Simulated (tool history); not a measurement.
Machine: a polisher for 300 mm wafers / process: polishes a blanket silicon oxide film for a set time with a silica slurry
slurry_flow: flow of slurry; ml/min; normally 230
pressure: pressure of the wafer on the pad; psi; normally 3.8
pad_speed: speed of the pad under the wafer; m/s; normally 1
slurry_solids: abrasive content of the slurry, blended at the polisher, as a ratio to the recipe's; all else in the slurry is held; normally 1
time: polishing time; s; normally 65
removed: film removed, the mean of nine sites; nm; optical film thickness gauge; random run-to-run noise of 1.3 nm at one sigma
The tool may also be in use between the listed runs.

run    hour  slurry_flow  pressure  pad_speed  slurry_solids  time  incoming thickness of the incoming film, nm  removed
  1       0          230       3.8          1              1    65                                        993.4    184.8
       56.2  -- worn pad replaced by a new one
  2     182          230       3.8          1              1    65                                        986.1    186.9
  3   236.9          230       3.8          1              1    65                                       1008.8    188.1
      248.6  -- conditioning disc replaced and pad reconditioned
      265.8  -- slurry blender recalibrated
      268.7  -- slurry nozzle cleaned
  4   295.9          230       3.8          1              1    65                                         1007    187.2
        314  -- head pressure recalibrated
      342.4  -- worn pad replaced by a new one
  5   350.9          230       3.8          1              1    65                                        987.4    174.9
  6     405          230       3.8          1              1    65                                        997.1    177.3
  7   452.5          230       3.8          1              1    65                                        984.3    177.8
  8   497.3          230       3.8       0.88              1    65                                       1016.6    162.4
  9     534          230       3.8       0.88              1    65                                       1007.6    163.8
      560.9  -- conditioning disc replaced and pad reconditioned
      569.4  -- slurry blender recalibrated
 10     574          230       3.8       0.88              1    65                                        989.4    163.6
 11   599.6          280       3.8          1           1.15    65                                       1012.7    198.5
      630.6  -- worn pad replaced by a new one
 12   670.8          270       3.8          1              1    73                                        992.7      210
 13   736.8          230       3.8          1              1    65                                        994.7      184
 14   771.7          230       3.8          1              1    65                                       1000.6    183.5
 15   826.8          180       3.8       0.88           0.75    47                                        993.1     96.6
        871  -- conditioning disc replaced and pad reconditioned
 16   890.6          265       4.3          1           1.15    46                                       1005.8    161.3
      924.8  -- slurry blender recalibrated
      942.6  -- worn pad replaced by a new one
      985.7  -- slurry nozzle cleaned
 17     999          230       3.8          1              1    65                                        997.6    188.5
 18  1066.2          230         5       1.28              1    84                                       1009.1    376.5
 19  1118.3          230       4.7          1              1    74                                        980.9    261.9
 20  1172.5          230       3.8          1              1    65                                        990.4    184.1
     1214.7  -- head pressure recalibrated
     1233.6  -- worn pad replaced by a new one
 21    1234          230       3.8          1            0.9    65                                        997.6    167.1
     1238.4  -- slurry blender recalibrated
     1242.2  -- conditioning disc replaced and pad reconditioned
 22  1299.9          230       3.8          1              1    65                                        985.4    177.5
 23  1361.1          255       3.8          1           0.85    65                                        992.1    168.1
 24  1386.7          200       3.8       1.14              1    65                                       1006.7    197.1

Below are 5 alternative next runs, each starting from the tool's condition after run 24. Predict each:
  A  1387.1          230       3.8          1              1    86                                        996.1        ?
  B  1387.1          230       3.8          1            0.8    65                                        996.1        ?
  C  1387.1          230       2.6       0.84           1.15    65                                        996.1        ?
  D  1387.1          205       3.8       0.74              1    65                                        996.1        ?
  E  1387.1          270       2.8          1            1.3    73                                        996.1        ?

run  removed
  A    241.9
  B    159.9
  C    122.7
  D    141.4
  E      182
Without the tool's unlogged condition, the same runs would have read:
run  removed
  A    232.4
  B    153.6
  C    117.9
  D    135.9
  E    174.9

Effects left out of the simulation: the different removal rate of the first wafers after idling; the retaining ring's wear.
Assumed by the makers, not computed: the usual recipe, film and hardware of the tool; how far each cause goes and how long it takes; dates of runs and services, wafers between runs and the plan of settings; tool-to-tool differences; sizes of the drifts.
